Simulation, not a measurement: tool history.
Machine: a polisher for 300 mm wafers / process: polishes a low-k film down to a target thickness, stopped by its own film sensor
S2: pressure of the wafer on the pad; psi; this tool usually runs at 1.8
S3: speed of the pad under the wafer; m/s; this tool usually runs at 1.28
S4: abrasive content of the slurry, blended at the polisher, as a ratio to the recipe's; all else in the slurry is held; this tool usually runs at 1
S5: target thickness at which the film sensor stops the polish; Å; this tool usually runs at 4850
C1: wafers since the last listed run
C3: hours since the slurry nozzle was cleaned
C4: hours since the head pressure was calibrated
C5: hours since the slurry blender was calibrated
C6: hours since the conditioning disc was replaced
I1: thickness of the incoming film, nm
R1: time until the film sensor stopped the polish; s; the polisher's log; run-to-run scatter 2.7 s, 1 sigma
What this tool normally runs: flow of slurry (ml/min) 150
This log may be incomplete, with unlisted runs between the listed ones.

run 1 hour=0 | flow_of_slurry_(ml/min)=150 S2=1.8 S3=1.28 S4=1 S5=4850 | C1=0 wafers_polished_on_this_pad=672 C3=99.1 C4=321 C5=44.6 C6=194.2 | I1=535.9 | R1=142
run 2 hour=31.8 | flow_of_slurry_(ml/min)=150 S2=1.8 S3=1.28 S4=1 S5=4850 | C1=172 wafers_polished_on_this_pad=844 C3=130.9 C4=352.8 C5=76.4 C6=226 | I1=543.7 | R1=168.7
run 3 hour=84.6 | flow_of_slurry_(ml/min)=150 S2=1.8 S3=1.28 S4=1 S5=4850 | C1=286 wafers_polished_on_this_pad=1130 C3=183.7 C4=405.6 C5=129.2 C6=278.8 | I1=538.8 | R1=160.1
-- hour=94.3 conditioning disc replaced and pad reconditioned
-- hour=123.2 worn pad replaced by a new one
run 4 hour=132.8 | flow_of_slurry_(ml/min)=150 S2=1.8 S3=1.28 S4=1 S5=4850 | C1=228 wafers_polished_on_this_pad=51 C3=231.9 C4=453.8 C5=177.4 C6=38.5 | I1=545.9 | R1=163.1
run 5 hour=200.4 | flow_of_slurry_(ml/min)=150 S2=1.8 S3=1.28 S4=1 S5=4850 | C1=366 wafers_polished_on_this_pad=418 C3=299.5 C4=521.4 C5=245 C6=106.1 | I1=541.6 | R1=155.1
run 6 hour=253.8 | flow_of_slurry_(ml/min)=150 S2=1.8 S3=1.28 S4=1 S5=5000 | C1=289 wafers_polished_on_this_pad=707 C3=352.9 C4=574.8 C5=298.4 C6=159.5 | I1=538.5 | R1=107.9
run 7 hour=282.8 | flow_of_slurry_(ml/min)=150 S2=1.8 S3=1.28 S4=1 S5=4850 | C1=157 wafers_polished_on_this_pad=864 C3=381.9 C4=603.8 C5=327.4 C6=188.5 | I1=547.7 | R1=182
run 8 hour=319.5 | flow_of_slurry_(ml/min)=150 S2=1.8 S3=1.28 S4=1 S5=4850 | C1=198 wafers_polished_on_this_pad=1063 C3=418.6 C4=640.5 C5=364.1 C6=225.2 | I1=542.8 | R1=162.9
-- hour=348.2 conditioning disc replaced and pad reconditioned
run 9 hour=367.6 | flow_of_slurry_(ml/min)=150 S2=1.8 S3=1.28 S4=1 S5=4850 | C1=249 wafers_polished_on_this_pad=1313 C3=466.7 C4=688.6 C5=412.2 C6=19.4 | I1=538.9 | R1=161.7
-- hour=403.6 worn pad replaced by a new one
-- hour=413.8 slurry blender recalibrated
run 10 hour=439.3 | flow_of_slurry_(ml/min)=150 S2=1.8 S3=0.92 S4=0.9 S5=4850 | C1=355 wafers_polished_on_this_pad=182 C3=538.4 C4=760.3 C5=25.5 C6=91.1 | I1=536.6 | R1=177.9
run 11 hour=467.1 | flow_of_slurry_(ml/min)=150 S2=1.8 S3=1.28 S4=1 S5=4850 | C1=150 wafers_polished_on_this_pad=333 C3=566.2 C4=788.1 C5=53.3 C6=118.9 | I1=541.4 | R1=156.8
run 12 hour=515.8 | flow_of_slurry_(ml/min)=150 S2=1.8 S3=1.12 S4=1 S5=4850 | C1=263 wafers_polished_on_this_pad=596 C3=614.9 C4=836.8 C5=102 C6=167.6 | I1=533.3 | R1=147.4
run 13 hour=548.7 | flow_of_slurry_(ml/min)=150 S2=1.8 S3=0.92 S4=1.3 S5=4700 | C1=178 wafers_polished_on_this_pad=775 C3=647.8 C4=869.7 C5=134.9 C6=200.5 | I1=538.8 | R1=221
-- hour=566.1 head pressure recalibrated
run 14 hour=619.4 | flow_of_slurry_(ml/min)=150 S2=1.8 S3=1.64 S4=1.2 S5=4920 | C1=372 wafers_polished_on_this_pad=1147 C3=718.5 C4=53.3 C5=205.6 C6=271.2 | I1=547.9 | R1=133.8
-- hour=649.4 conditioning disc replaced and pad reconditioned
-- hour=649.8 worn pad replaced by a new one
run 15 hour=672.5 | flow_of_slurry_(ml/min)=190 S2=1.8 S3=0.94 S4=1 S5=4850 | C1=274 wafers_polished_on_this_pad=122 C3=771.6 C4=106.4 C5=258.7 C6=23.1 | I1=543.4 | R1=176.5
run 16 hour=715.6 | flow_of_slurry_(ml/min)=185 S2=1.8 S3=1.28 S4=0.8 S5=4690 | C1=233 wafers_polished_on_this_pad=356 C3=814.7 C4=149.5 C5=301.8 C6=66.2 | I1=539.3 | R1=198.7
-- hour=717.7 slurry nozzle cleaned
run 17 hour=748.3 | flow_of_slurry_(ml/min)=150 S2=1.8 S3=1.28 S4=1 S5=4850 | C1=171 wafers_polished_on_this_pad=528 C3=30.6 C4=182.2 C5=334.5 C6=98.9 | I1=534.5 | R1=133.9
run 18 hour=787.8 | flow_of_slurry_(ml/min)=105 S2=1.8 S3=1.28 S4=1 S5=4910 | C1=214 wafers_polished_on_this_pad=742 C3=70.1 C4=221.7 C5=374 C6=138.4 | I1=547.7 | R1=174.1
run 19 hour=827.5 | flow_of_slurry_(ml/min)=150 S2=2 S3=1.28 S4=1 S5=4790 | C1=215 wafers_polished_on_this_pad=957 C3=109.8 C4=261.4 C5=413.7 C6=178.1 | I1=547.6 | R1=176.3
-- hour=847 slurry blender recalibrated
run 20 hour=887.6 | flow_of_slurry_(ml/min)=150 S2=1.8 S3=1.28 S4=0.7 S5=4850 | C1=314 wafers_polished_on_this_pad=1271 C3=169.9 C4=321.5 C5=40.6 C6=238.2 | I1=541.6 | R1=189.5
-- hour=895.2 conditioning disc replaced and pad reconditioned
-- hour=921.4 worn pad replaced by a new one
run 21 hour=945.9 | flow_of_slurry_(ml/min)=170 S2=1.8 S3=1.28 S4=1 S5=4850 | C1=283 wafers_polished_on_this_pad=132 C3=228.2 C4=379.8 C5=98.9 C6=50.7 | I1=537.8 | R1=132.7
run 22 hour=995.5 | flow_of_slurry_(ml/min)=125 S2=2.4 S3=1.06 S4=1.2 S5=4850 | C1=268 wafers_polished_on_this_pad=401 C3=277.8 C4=429.4 C5=148.5 C6=100.3 | I1=534 | R1=109.2
run 23 hour=1036.5 | flow_of_slurry_(ml/min)=150 S2=1.8 S3=1.28 S4=1 S5=4850 | C1=222 wafers_polished_on_this_pad=623 C3=318.8 C4=470.4 C5=189.5 C6=141.3 | I1=537.1 | R1=145.3
run 24 hour=1080.4 | flow_of_slurry_(ml/min)=150 S2=1.8 S3=1.28 S4=1 S5=4850 | C1=237 wafers_polished_on_this_pad=861 C3=362.7 C4=514.3 C5=233.4 C6=185.2 | I1=537.7 | R1=151.1

Pick out some run-to-run changes in R1. Of each, how much would a tool without hidden state show as well, from the settings, what came in and chance, and how much is left for the hidden state and any gauge scatter not in both results compared?
Unlogged tool condition in this case: removal rate lost through wear of the pad, %; slurry flow missing at the pad, %; deviation of the head's pressure from its setpoint, %; abrasive missing from the slurry, %; time polished since the conditioner stopped cutting, s.
Run 3 -> 4: conditioning disc replaced and pad reconditioned, worn pad replaced by a new one. R1 +3 s: hidden state -16.4, all else +19.4.
Run 6 -> 7: S5 5000 -> 4850. R1 +74.1 s: hidden state +8.4, all else +65.7.
Run 13 -> 14: S3 0.92 -> 1.64, S4 1.3 -> 1.2, S5 4700 -> 4920, head pressure recalibrated. R1 -87.2 s: hidden state -4.1, all else -83.1.
Run 20 -> 21: flow of slurry (ml/min) 150 -> 170, S4 0.7 -> 1, conditioning disc replaced and pad reconditioned, worn pad replaced by a new one. R1 -56.8 s: hidden state -23, all else -33.8.

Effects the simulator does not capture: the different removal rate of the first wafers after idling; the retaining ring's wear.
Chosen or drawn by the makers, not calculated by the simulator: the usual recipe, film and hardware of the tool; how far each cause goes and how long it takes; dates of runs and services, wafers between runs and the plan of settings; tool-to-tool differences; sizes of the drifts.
